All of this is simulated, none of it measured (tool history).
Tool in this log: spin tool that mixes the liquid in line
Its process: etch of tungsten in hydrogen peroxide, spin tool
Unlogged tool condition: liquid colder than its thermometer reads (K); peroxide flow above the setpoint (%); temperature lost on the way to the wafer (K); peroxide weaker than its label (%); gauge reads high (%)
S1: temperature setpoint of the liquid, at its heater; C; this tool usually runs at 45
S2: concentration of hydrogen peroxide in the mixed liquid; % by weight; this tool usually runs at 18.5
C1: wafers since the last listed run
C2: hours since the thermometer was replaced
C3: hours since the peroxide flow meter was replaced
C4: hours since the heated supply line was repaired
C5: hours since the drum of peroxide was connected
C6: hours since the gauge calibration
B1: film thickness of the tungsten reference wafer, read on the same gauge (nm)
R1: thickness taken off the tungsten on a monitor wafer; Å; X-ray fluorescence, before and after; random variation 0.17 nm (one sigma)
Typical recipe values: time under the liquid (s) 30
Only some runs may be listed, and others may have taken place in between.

Run 1, day 0: usual settings but S1 38.5 C; C1 0; C2 1853.3; C3 482; C4 2389.2; C5 37.1; C6 104.4; B1 89.99. Result: R1 132 Å.
Run 2, day 2.958: usual settings; C1 1195; C2 1924.3; C3 553; C4 2460.2; C5 108.1; C6 175.4; B1 89.93. Result: R1 200.5 Å.
Run 3, day 5.629: usual settings but S2 17 % by weight; C1 1079; C2 1988.4; C3 617.1; C4 2524.3; C5 172.2; C6 239.5; B1 90.05. Result: R1 193.7 Å.
Run 4, day 8.629: usual settings but S2 17 % by weight; C1 1212; C2 2060.4; C3 689.1; C4 2596.3; C5 244.2; C6 311.5; B1 89.96. Result: R1 189.2 Å.
Run 5, day 10.908: usual settings but S2 17 % by weight; C1 921; C2 2115.1; C3 743.8; C4 2651; C5 298.9; C6 366.2; B1 90. Result: R1 191.1 Å.
Run 6, day 12.883: usual settings but S1 50 C, S2 20.5 % by weight; C1 798; C2 2162.5; C3 791.2; C4 2698.4; C5 346.3; C6 413.6; B1 89.97. Result: R1 284.4 Å.
Run 7, day 14.433: usual settings but S1 49 C; C1 626; C2 2199.7; C3 828.4; C4 2735.6; C5 383.5; C6 450.8; B1 89.99. Result: R1 252.9 Å.
Run 8, day 16.508: usual settings but S1 49 C; C1 838; C2 2249.5; C3 878.2; C4 2785.4; C5 433.3; C6 500.6; B1 90.05. Result: R1 255.3 Å.
Run 9, day 18.104: usual settings but S1 49 C; C1 645; C2 2287.8; C3 916.5; C4 2823.7; C5 471.6; C6 538.9; B1 90. Result: R1 251.7 Å.
At day 18.292: new drum of peroxide connected.
Run 10, day 19.221: usual settings but S1 48.5 C, time under the liquid (s) 20; C1 434; C2 2314.6; C3 943.3; C4 2850.5; C5 22.3; C6 565.7; B1 89.99. Result: R1 163 Å.
Run 11, day 21.225: usual settings but S1 49 C; C1 810; C2 2362.7; C3 991.4; C4 2898.6; C5 70.4; C6 613.8; B1 89.99. Result: R1 249.6 Å.
Run 12, day 22.333: usual settings but S1 51.5 C; C1 448; C2 2389.3; C3 1018; C4 2925.2; C5 97; C6 640.4; B1 89.93. Result: R1 289.4 Å.
Run 13, day 25.229: usual settings but S1 42 C, S2 14 % by weight, time under the liquid (s) 15; C1 1170; C2 2458.8; C3 1087.5; C4 2994.7; C5 166.5; C6 709.9; B1 90.03. Result: R1 68.4 Å.

Forecast run 14:
At day 26.771: thermometer replaced.
Run 14, day 28.079: usual settings but S1 50 C, time under the liquid (s) 20; C1 1135; C2 31.4; C3 1155.9; C4 3063.1; C5 234.9; C6 778.3; B1 ?. Result: R1 ?.

{"run 14": {"B1": 89.99, "R1": 210.6}}
With no hidden state in the tool, this same run would have given R1 215.4 Å.
